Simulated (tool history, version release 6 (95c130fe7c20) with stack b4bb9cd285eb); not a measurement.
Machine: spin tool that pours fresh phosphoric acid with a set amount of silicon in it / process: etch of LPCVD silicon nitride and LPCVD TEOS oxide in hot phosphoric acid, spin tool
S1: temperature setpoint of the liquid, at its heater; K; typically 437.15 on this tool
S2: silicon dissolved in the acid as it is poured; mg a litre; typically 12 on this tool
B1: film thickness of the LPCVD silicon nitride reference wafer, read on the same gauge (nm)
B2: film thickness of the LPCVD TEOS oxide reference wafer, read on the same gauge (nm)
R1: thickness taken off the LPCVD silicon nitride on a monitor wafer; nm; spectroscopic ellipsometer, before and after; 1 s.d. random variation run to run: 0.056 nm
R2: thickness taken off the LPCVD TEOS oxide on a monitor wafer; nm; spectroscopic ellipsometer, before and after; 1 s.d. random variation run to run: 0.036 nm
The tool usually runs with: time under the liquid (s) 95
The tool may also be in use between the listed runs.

{"run": 1, "hour": 0.0, "S1": 434.65, "S2": 3, "time under the liquid (s)": 115, "B1": 51.51, "B2": 61.786, "R1": 11.45, "R2": 0.837}
{"run": 2, "hour": 98.1, "S1": 437.15, "S2": 12, "time under the liquid (s)": 95, "B1": 51.52, "B2": 61.795, "R1": 10.22, "R2": 0.651}
{"run": 3, "hour": 193.1, "S1": 437.15, "S2": 6, "time under the liquid (s)": 95, "B1": 51.52, "B2": 61.833, "R1": 10.26, "R2": 0.827}
{"run": 4, "hour": 298.5, "S1": 437.15, "S2": 12, "time under the liquid (s)": 145, "B1": 51.49, "B2": 61.846, "R1": 15.63, "R2": 1.026}
{"run": 5, "hour": 366.0, "S1": 435.65, "S2": 8, "time under the liquid (s)": 125, "B1": 51.56, "B2": 61.836, "R1": 12.95, "R2": 0.897}
{"run": 6, "hour": 415.5, "S1": 434.65, "S2": 12, "time under the liquid (s)": 50, "B1": 51.54, "B2": 61.816, "R1": 4.96, "R2": 0.281}
{"run": 7, "hour": 519.8, "S1": 437.15, "S2": 12, "time under the liquid (s)": 120, "B1": 51.56, "B2": 61.872, "R1": 12.92, "R2": 0.947}
{"run": 8, "hour": 610.9, "S1": 437.15, "S2": 12, "time under the liquid (s)": 95, "B1": 51.62, "B2": 61.878, "R1": 10.33, "R2": 0.654}
{"hour": 657.6, "done": "gauge calibrated"}
{"run": 9, "hour": 661.8, "S1": 437.15, "S2": 12, "time under the liquid (s)": 95, "B1": 49.62, "B2": 59.504, "R1": 9.96, "R2": 0.635}
{"run": 10, "hour": 727.6, "S1": 437.15, "S2": 12, "time under the liquid (s)": 95, "B1": 49.67, "B2": 59.633, "R1": 9.94, "R2": 0.657}
{"run": 11, "hour": 811.4, "S1": 437.15, "S2": 18, "time under the liquid (s)": 95, "B1": 49.78, "B2": 59.791, "R1": 9.92, "R2": 0.601}
{"run": 12, "hour": 891.1, "S1": 437.15, "S2": 7.5, "time under the liquid (s)": 75, "B1": 49.9, "B2": 59.88, "R1": 7.89, "R2": 0.53}
{"run": 13, "hour": 994.0, "S1": 437.15, "S2": 16.5, "time under the liquid (s)": 95, "B1": 50.06, "B2": 60.027, "R1": 9.93, "R2": 0.605}
{"run": 14, "hour": 1088.7, "S1": 435.15, "S2": 8.5, "time under the liquid (s)": 140, "B1": 50.13, "B2": 60.166, "R1": 13.74, "R2": 0.913}
{"hour": 1116.3, "done": "thermometer replaced"}
{"hour": 1166.3, "done": "heated supply line repaired"}
{"run": 15, "hour": 1176.7, "S1": 436.15, "S2": 17, "time under the liquid (s)": 55, "B1": 50.2, "B2": 60.277, "R1": 5.64, "R2": 0.282}
{"hour": 1361.2, "done": "dissolved silicon flow meter replaced"}
{"run": 16, "hour": 1493.0, "S1": 437.15, "S2": 12, "time under the liquid (s)": 95, "B1": 50.54, "B2": 60.627, "R1": 10.13, "R2": 0.63}
{"run": 17, "hour": 1553.2, "S1": 435.65, "S2": 20, "time under the liquid (s)": 95, "B1": 50.52, "B2": 60.645, "R1": 9.62, "R2": 0.436}
{"run": 18, "hour": 1617.9, "S1": 439.15, "S2": 4.5, "time under the liquid (s)": 145, "B1": 50.59, "B2": 60.726, "R1": 16.29, "R2": 1.25}
{"run": 19, "hour": 1682.3, "S1": 439.65, "S2": 8.5, "time under the liquid (s)": 110, "B1": 50.71, "B2": 60.778, "R1": 12.74, "R2": 0.985}
{"run": 20, "hour": 1787.9, "S1": 439.15, "S2": 4.5, "time under the liquid (s)": 145, "B1": 50.72, "B2": 60.862, "R1": 16.67, "R2": 1.363}
{"run": 21, "hour": 1873.3, "S1": 437.15, "S2": 12, "time under the liquid (s)": 95, "B1": 50.77, "B2": 60.902, "R1": 10.26, "R2": 0.666}
{"run": 22, "hour": 1974.5, "S1": 436.15, "S2": 16, "time under the liquid (s)": 50, "B1": 50.84, "B2": 60.99, "R1": 5.15, "R2": 0.248}

Consider 4 possible next runs. They are alternatives, not a sequence: every one starts from the tool as it was left by run 22. What does each give?
{"run": "A", "hour": 1974.9, "S1": 437.15, "S2": 12, "time under the liquid (s)": 45, "B1": "?", "B2": "?", "R1": "?", "R2": "?"}
{"run": "B", "hour": 1974.9, "S1": 434.65, "S2": 17.5, "time under the liquid (s)": 60, "B1": "?", "B2": "?", "R1": "?", "R2": "?"}
{"run": "C", "hour": 1974.9, "S1": 435.65, "S2": 12, "time under the liquid (s)": 55, "B1": "?", "B2": "?", "R1": "?", "R2": "?"}
{"run": "D", "hour": 1974.9, "S1": 434.65, "S2": 12, "time under the liquid (s)": 95, "B1": "?", "B2": "?", "R1": "?", "R2": "?"}

run=A B1=50.83 B2=60.975 R1=4.78 R2=0.316
run=B B1=50.83 B2=60.975 R1=5.87 R2=0.306
run=C B1=50.83 B2=60.975 R1=5.56 R2=0.346
run=D B1=50.83 B2=60.975 R1=9.29 R2=0.556
Stripped of hidden state, with their random variation kept, the same runs would have yielded:
run=A R1=4.7 R2=0.311
run=B R1=5.77 R2=0.301
run=C R1=5.47 R2=0.341
run=D R1=9.14 R2=0.547
